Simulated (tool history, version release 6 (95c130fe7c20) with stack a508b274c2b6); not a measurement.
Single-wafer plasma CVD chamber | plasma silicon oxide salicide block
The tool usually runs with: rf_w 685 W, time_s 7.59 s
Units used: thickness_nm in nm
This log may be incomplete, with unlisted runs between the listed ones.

run	day	rf_w	time_s	wafers since the last listed run	hours since the last RF generator calibration	hours since the showerhead was replaced	hours since the gauge calibration	read-back reference wafer on the same gauge, thickness_nm	thickness_nm
1	0	730	8.51	0	1367.9	3392.5	163.3	74.4	91.344
2	0.788	730	8.51	886	1386.8	3411.4	182.2	74.195	91.567
3	1.629	685	7.59	947	1407	3431.6	202.4	74.256	79.485
4	2.308	685	7.59	764	1423.3	3447.9	218.7	74.29	78.958
5	3.538	685	7.05	1383	1452.8	3477.4	248.2	74.308	73.539
6	4.167	685	7.05	708	1467.9	3492.5	263.3	74.256	73.313
7	4.921	685	8.26	848	1486	3510.6	281.4	74.308	86.047
8	6.008	685	8.26	1224	1512.1	3536.7	307.5	74.307	86.169
9	7.242	685	8.26	1388	1541.7	3566.3	337.1	74.334	86.001
10	8.717	595	7.59	1660	1577.1	3601.7	372.5	74.308	74.268
11	9.304	595	7.59	661	1591.2	3615.8	386.6	74.38	74.123
12	10.504	595	7.59	1350	1620	3644.6	415.4	74.362	73.915
13	11.225	655	7.1	811	1637.3	3661.9	432.7	74.232	72.087
14	12.438	655	7.1	1364	1666.4	3691	461.8	74.246	72.486
15	13.829	790	7.59	1566	1699.8	3724.4	495.2	74.325	84.143
# day 15.204: RF generator calibrated
16	15.225	560	9.04	1195	0.5	3757.9	528.7	74.293	83.976
17	16.05	815	6.22	928	20.3	3777.7	548.5	74.346	67.852
18	16.617	590	8.98	637	33.9	3791.3	562.1	74.364	85.248
19	17.9	760	9.05	1444	64.7	3822.1	592.9	74.305	95.545
20	18.804	605	9	1017	86.4	3843.8	614.6	74.231	86.448
# day 19.329: showerhead replaced
# day 19.6: gauge calibrated
# day 19.788: RF generator calibrated, repeated, since the last time left the tool worse
21	20.204	740	7.16	825	10	21	14.5	74.384	78.719
22	21.079	685	8.26	984	31	42	35.5	74.301	88.095
23	21.896	615	7.97	919	50.6	61.6	55.1	74.301	81.199
24	23.088	730	6.76	1341	79.2	90.2	83.7	74.289	73.843
25	24.179	685	7.59	1228	105.4	116.4	109.9	74.285	80.608
26	25.571	770	6.32	1566	138.8	149.8	143.3	74.279	70.497

4 options for the next run, each taken on its own from the tool as it stands now. Forecast them:
A	25.588	685	7.59	18	139.2	150.2	143.7	?	?
B	25.588	585	8.32	18	139.2	150.2	143.7	?	?
C	25.588	635	8.56	18	139.2	150.2	143.7	?	?
D	25.588	770	7.11	18	139.2	150.2	143.7	?	?

run	read-back reference wafer on the same gauge, thickness_nm	thickness_nm
A	74.284	80.543
B	74.284	82.28
C	74.284	87.872
D	74.284	79.25
With no hidden state in the tool, these same runs would have given:
run	thickness_nm
A	80.558
B	82.295
C	87.888
D	79.264

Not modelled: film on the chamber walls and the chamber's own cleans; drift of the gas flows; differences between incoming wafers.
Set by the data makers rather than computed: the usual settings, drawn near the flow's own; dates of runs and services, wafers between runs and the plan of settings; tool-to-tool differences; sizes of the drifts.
